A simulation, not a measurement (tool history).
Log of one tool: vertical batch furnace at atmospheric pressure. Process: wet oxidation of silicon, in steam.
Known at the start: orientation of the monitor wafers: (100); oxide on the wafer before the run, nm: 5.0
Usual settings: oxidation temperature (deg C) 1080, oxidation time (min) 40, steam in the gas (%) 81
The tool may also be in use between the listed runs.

run    hour  oxidation temperature (deg C)  oxidation time (min)  steam in the gas (%)  read-back reference wafer on the same gauge, thickness  oxide thickness on the monitor wafer (nm)
  1       0                           1087                  34.5                    81                                                  439.07                                     398.24
  2    71.8                           1087                  34.5                    81                                                  439.08                                      398.2
  3   116.2                           1087                  34.5                    81                                                  438.98                                     397.56
  4   164.2                           1080                    40                    81                                                   438.8                                      420.1
  5   198.7                           1080                    40                    81                                                  439.11                                     420.48
  6   242.2                           1080                  34.5                    81                                                  438.91                                     384.27
  7   282.4                           1080                  34.5                    81                                                  439.14                                     384.32
  8   327.6                           1080                  34.5                    81                                                  438.99                                     384.03
  9     352                           1080                    40                    81                                                  439.12                                     419.37
 10   384.1                           1080                    40                    81                                                  439.09                                     419.28
 11   481.5                           1080                    40                    81                                                  439.09                                     419.08
 12   516.1                           1080                  33.5                    88                                                   438.8                                     395.09
 13   566.2                           1080                  33.5                    88                                                     439                                     395.89
 14   598.9                           1080                  33.5                    88                                                     439                                     394.85
 15   651.1                           1080                  47.5                    81                                                  438.99                                     463.06
 16   850.3                           1080                    27                    69                                                  439.05                                     291.59
 17   976.5                           1080                    40                    81                                                  439.08                                     409.23
 18  1050.4                           1087                  25.5                    71                                                  439.01                                     302.15
 19  1076.8                           1080                    40                    81                                                  439.01                                     413.86
 20  1114.7                           1080                  29.5                    81                                                  439.01                                     344.96
 21  1147.2                           1080                    40                    81                                                  439.07                                     414.28
 22  1181.7                           1055                    25                    81                                                  438.92                                     269.17
 23  1217.6                           1101                  58.5                    85                                                  439.03                                      578.8
 24  1266.6                           1058                  22.5                    89                                                     439                                     272.38
 25  1305.4                           1080                    40                    81                                                  438.93                                     414.27
 26  1346.3                           1055                    40                    88                                                  438.99                                     382.24
 27  1403.8                           1087                  34.5                    81                                                  439.02                                     392.38
 28  1437.5                           1072                  23.5                    81                                                  438.95                                      287.7

Taken out of this log: 3 entries between the listed runs. Where each belongs, and how the hidden state differs across it:
Between runs 11 and 12: gauge calibrated (hour 502.1)
  true tube temperature minus thermocouple reading, K: 5.28 -> 5.29; steam share off its setpoint, % of the setpoint: -1.29 -> -1.34
  measured less the result without the state, oxide thickness on the monitor wafer (nm): +7.14 -> +6.83
Between runs 15 and 16: thermocouples replaced and temperature profile calibrated (hour 796.5)
  true tube temperature minus thermocouple reading, K: 5.31 -> 0.534; steam share off its setpoint, % of the setpoint: -1.5 -> -1.75
  measured less the result without the state, oxide thickness on the monitor wafer (nm): +7 -> -2.35
Between runs 17 and 18: steam generator serviced (hour 1049.9)
  true tube temperature minus thermocouple reading, K: 0.913 -> 1.12; steam share off its setpoint, % of the setpoint: -1.91 -> -0.161
  measured less the result without the state, oxide thickness on the monitor wafer (nm): -2.89 -> +1.43
